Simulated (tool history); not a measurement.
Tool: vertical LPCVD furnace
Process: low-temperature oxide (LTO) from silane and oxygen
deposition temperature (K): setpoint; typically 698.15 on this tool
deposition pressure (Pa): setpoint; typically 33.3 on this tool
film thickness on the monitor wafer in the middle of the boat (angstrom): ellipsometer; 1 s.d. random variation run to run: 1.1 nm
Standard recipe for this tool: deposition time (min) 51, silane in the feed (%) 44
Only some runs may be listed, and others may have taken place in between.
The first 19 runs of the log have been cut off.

run   hour  deposition temperature (K)  deposition pressure (Pa)  deposition time (min)  silane in the feed (%)  read-back reference wafer on the same gauge, thickness  film thickness on the monitor wafer in the middle of the boat (angstrom)
 20  286.3                      698.15                      33.3                     51                      44                                                  748.75                                                                    7226.1
 21    304                      698.15                        36                     51                      50                                                  749.03                                                                    8734.1
     336.7  -- pressure gauge zeroed
     339.8  -- silane flow controller replaced
 22  340.3                      698.15                      33.3                     51                      44                                                  749.11                                                                    7560.3
 23  344.3                      698.15                      33.3                     51                      44                                                  749.03                                                                    7561.1
 24  348.3                      698.15                      33.3                     51                      44                                                  748.96                                                                    7556.2
 25  352.3                      698.15                      33.3                     51                      44                                                  748.97                                                                    7578.1
 26  357.7                      698.15                      36.7                     51                      44                                                  748.93                                                                    8333.1
 27    368                      708.15                        36                     51                      50                                                  749.15                                                                    9986.5
 28  381.6                      698.15                        28                     44                      50                                                   749.4                                                                    6108.1
 29  394.1                      686.15                        38                     51                      40                                                   749.1                                                                    6930.6
 30  433.3                      690.15                      33.3                     61                      47                                                  748.76                                                                    8902.9
 31  448.8                      698.15                      33.3                   59.5                      44                                                  749.02                                                                    8847.4
 32  460.2                      698.15                      33.3                     51                      44                                                  749.13                                                                    7575.1

Here are 3 independent what-if runs from the current tool condition. What would each one return?
  A  464.3                      698.15                      33.3                     51                      44                                                       ?                                                                         ?
  B  464.3                      698.15                        38                     51                      44                                                       ?                                                                         ?
  C  464.3                      706.15                      33.3                     51                      44                                                       ?                                                                         ?

run  read-back reference wafer on the same gauge, thickness  film thickness on the monitor wafer in the middle of the boat (angstrom)
  A                                                  748.94                                                                    7563.8
  B                                                  748.94                                                                    8631.1
  C                                                  748.94                                                                    8159.8
The same runs, with their run-to-run variation unchanged, on a tool lacking any hidden condition would have given:
run  film thickness on the monitor wafer in the middle of the boat (angstrom)
  A                                                                      7501
  B                                                                    8551.2
  C                                                                    8096.1

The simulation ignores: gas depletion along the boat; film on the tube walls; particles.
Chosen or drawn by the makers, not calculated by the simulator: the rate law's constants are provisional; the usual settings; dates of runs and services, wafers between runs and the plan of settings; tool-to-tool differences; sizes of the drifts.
